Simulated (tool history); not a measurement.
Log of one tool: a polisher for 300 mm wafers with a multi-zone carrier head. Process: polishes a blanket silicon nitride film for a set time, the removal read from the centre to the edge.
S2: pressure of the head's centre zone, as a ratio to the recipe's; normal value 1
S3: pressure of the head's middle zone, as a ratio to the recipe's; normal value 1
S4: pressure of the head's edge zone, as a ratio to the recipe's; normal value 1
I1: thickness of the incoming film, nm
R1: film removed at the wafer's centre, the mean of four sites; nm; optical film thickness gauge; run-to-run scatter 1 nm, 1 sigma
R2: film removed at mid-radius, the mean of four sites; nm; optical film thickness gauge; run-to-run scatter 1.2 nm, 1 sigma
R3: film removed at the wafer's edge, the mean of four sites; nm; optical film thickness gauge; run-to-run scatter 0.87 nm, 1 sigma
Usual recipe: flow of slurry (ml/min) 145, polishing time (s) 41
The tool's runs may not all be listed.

run 1 hour=0 | flow_of_slurry_(ml/min)=145 S2=1 S3=1 S4=1 polishing_time_(s)=45 | I1=522.9 | R1=92 R2=92.4 R3=91.5
run 2 hour=14.7 | flow_of_slurry_(ml/min)=145 S2=1 S3=1 S4=1 polishing_time_(s)=45 | I1=515.8 | R1=90 R2=91.1 R3=90.7
run 3 hour=31.8 | flow_of_slurry_(ml/min)=145 S2=1 S3=1 S4=1 polishing_time_(s)=41 | I1=522 | R1=82.9 R2=84.3 R3=84.1
run 4 hour=49.1 | flow_of_slurry_(ml/min)=145 S2=1 S3=1 S4=1 polishing_time_(s)=41 | I1=530.3 | R1=81.4 R2=84.8 R3=82.8
run 5 hour=65.6 | flow_of_slurry_(ml/min)=145 S2=1 S3=1 S4=1 polishing_time_(s)=41 | I1=518.6 | R1=82.2 R2=81.8 R3=85
run 6 hour=71.9 | flow_of_slurry_(ml/min)=145 S2=1 S3=1 S4=1 polishing_time_(s)=41 | I1=522.1 | R1=83.2 R2=83.2 R3=83.2
run 7 hour=88.4 | flow_of_slurry_(ml/min)=145 S2=1 S3=1 S4=1 polishing_time_(s)=41 | I1=515.4 | R1=84.4 R2=82.8 R3=82.6
run 8 hour=109.2 | flow_of_slurry_(ml/min)=145 S2=1 S3=1 S4=1 polishing_time_(s)=41 | I1=520.8 | R1=83.2 R2=85.9 R3=81.3
run 9 hour=118 | flow_of_slurry_(ml/min)=145 S2=1 S3=1 S4=1 polishing_time_(s)=41 | I1=520.3 | R1=84.2 R2=85.1 R3=83.4
run 10 hour=170.8 | flow_of_slurry_(ml/min)=190 S2=0.91 S3=1.05 S4=1 polishing_time_(s)=41 | I1=519.2 | R1=78.4 R2=90.7 R3=86
run 11 hour=188.4 | flow_of_slurry_(ml/min)=130 S2=1.07 S3=1 S4=1 polishing_time_(s)=41 | I1=517.1 | R1=85.3 R2=82.2 R3=82.9
run 12 hour=198.2 | flow_of_slurry_(ml/min)=145 S2=1.04 S3=1.08 S4=1.1 polishing_time_(s)=53 | I1=510.8 | R1=112 R2=118.4 R3=112.1
run 13 hour=205.5 | flow_of_slurry_(ml/min)=195 S2=1 S3=1.08 S4=1 polishing_time_(s)=37 | I1=525.2 | R1=76.7 R2=83.5 R3=77.2
run 14 hour=221.6 | flow_of_slurry_(ml/min)=165 S2=1 S3=1 S4=0.92 polishing_time_(s)=33 | I1=522.5 | R1=68.9 R2=68.5 R3=65.8
run 15 hour=236.6 | flow_of_slurry_(ml/min)=145 S2=1 S3=1 S4=1.1 polishing_time_(s)=41 | I1=516.5 | R1=84.7 R2=81.5 R3=87.6
run 16 hour=253.2 | flow_of_slurry_(ml/min)=190 S2=0.91 S3=1.05 S4=1 polishing_time_(s)=41 | I1=513.9 | R1=77.7 R2=90.2 R3=85.8
run 17 hour=260.5 | flow_of_slurry_(ml/min)=145 S2=1 S3=1 S4=1 polishing_time_(s)=30 | I1=523.8 | R1=61.6 R2=61.8 R3=60.5
run 18 hour=267.2 | flow_of_slurry_(ml/min)=145 S2=1 S3=1 S4=1 polishing_time_(s)=41 | I1=523.6 | R1=81.6 R2=82.9 R3=85.1
run 19 hour=275.9 | flow_of_slurry_(ml/min)=105 S2=1 S3=1 S4=1 polishing_time_(s)=41 | I1=518.5 | R1=77.7 R2=79.6 R3=81.2

Not shown: 8 entries that the log had between the listed runs. Between which runs, and how does the tool's hidden state differ before and after?
After run 1, before run 2: worn pad replaced by a new one (hour 10.4)
  no hidden state differs between the two runs
After run 6, before run 7: worn pad replaced by a new one (hour 81.9)
  no hidden state differs between the two runs
After run 9, before run 10: worn pad replaced by a new one (hour 168.6)
  no hidden state differs between the two runs
After run 10, before run 11: slurry nozzle cleaned (hour 172.8); centre zone pressure recalibrated (hour 183)
  no hidden state differs between the two runs
After run 13, before run 14: edge zone pressure recalibrated (hour 217.3); carrier head's membrane replaced by a new one (hour 219.6)
  no hidden state differs between the two runs
After run 15, before run 16: worn pad replaced by a new one (hour 247.4)
  no hidden state differs between the two runs
